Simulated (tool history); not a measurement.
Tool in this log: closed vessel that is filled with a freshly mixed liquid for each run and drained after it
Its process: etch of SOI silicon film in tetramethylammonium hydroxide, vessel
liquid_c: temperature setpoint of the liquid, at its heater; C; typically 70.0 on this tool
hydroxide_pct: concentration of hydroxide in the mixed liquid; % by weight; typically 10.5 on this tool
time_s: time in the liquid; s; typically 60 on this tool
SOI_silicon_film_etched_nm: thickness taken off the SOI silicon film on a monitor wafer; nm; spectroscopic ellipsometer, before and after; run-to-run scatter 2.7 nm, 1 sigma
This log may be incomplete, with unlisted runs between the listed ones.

run,hour,liquid_c,hydroxide_pct,time_s,"read-back film thickness of the SOI silicon film reference wafer, read on the same gauge (nm)",SOI_silicon_film_etched_nm
1,0.0,70.0,10.5,60,60.00,344.08
2,11.3,70.0,10.5,60,59.97,342.11
3,18.8,70.0,10.5,60,60.03,343.49
4,25.8,70.0,10.5,60,60.04,342.36
5,43.4,72.5,10.5,60,59.96,392.78
# hour 55.9: thermometer replaced
6,57.0,70.0,10.5,60,59.99,383.78
7,73.6,70.0,10.5,60,59.97,380.66
8,85.7,70.0,10.5,60,60.02,384.36
9,102.4,70.0,10.5,60,59.99,382.19
10,119.0,70.0,10.5,60,59.98,378.93
11,129.0,70.0,8.0,60,60.02,418.15
12,140.4,70.0,12.5,60,59.99,356.62
13,148.1,70.0,10.5,60,60.02,379.21
14,161.2,74.5,10.5,60,59.98,496.00
# hour 170.4: gauge calibrated
15,175.1,70.0,10.5,60,59.99,379.78
16,190.9,70.0,10.5,40,59.98,250.39
17,197.8,74.0,12.0,90,59.99,669.08
18,212.3,72.5,8.5,60,59.97,474.46
19,219.3,75.5,8.0,30,60.00,288.67
20,231.1,70.0,10.5,60,60.00,381.93
21,243.8,70.0,10.5,60,59.99,375.56
22,251.8,70.0,10.5,35,59.98,219.99
# hour 258.1: hydroxide flow meter replaced
23,261.4,78.0,12.5,60,60.01,564.74
24,277.2,70.0,10.5,60,59.97,376.24
25,295.1,73.5,8.0,45,59.98,380.76
26,301.3,63.0,12.5,85,60.01,327.57
27,312.2,70.0,10.5,60,59.99,371.99
28,327.5,70.0,13.0,85,60.02,481.48
29,340.8,70.0,10.5,60,60.01,373.36
30,352.9,70.0,10.5,60,59.98,366.54
31,368.2,70.0,10.5,60,60.01,373.59
32,382.4,70.0,10.5,30,59.97,183.81
33,391.7,70.0,13.5,30,59.96,165.96
34,401.4,64.0,10.5,60,60.00,255.68

For each run, what was the tool's unlogged condition?
hydroxide flow below the setpoint (%): 0 on each run
gauge reads high (%): 0 on each run
H1: liquid colder than its thermometer reads (K)
run,H1
1,2.16
2,2.18
3,2.2
4,2.21
5,2.24
6,0.304
7,0.336
8,0.359
9,0.392
10,0.424
11,0.444
12,0.466
13,0.481
14,0.506
15,0.533
16,0.564
17,0.577
18,0.606
19,0.619
20,0.642
21,0.667
22,0.682
23,0.701
24,0.732
25,0.767
26,0.779
27,0.8
28,0.83
29,0.856
30,0.879
31,0.909
32,0.936
33,0.955
34,0.973

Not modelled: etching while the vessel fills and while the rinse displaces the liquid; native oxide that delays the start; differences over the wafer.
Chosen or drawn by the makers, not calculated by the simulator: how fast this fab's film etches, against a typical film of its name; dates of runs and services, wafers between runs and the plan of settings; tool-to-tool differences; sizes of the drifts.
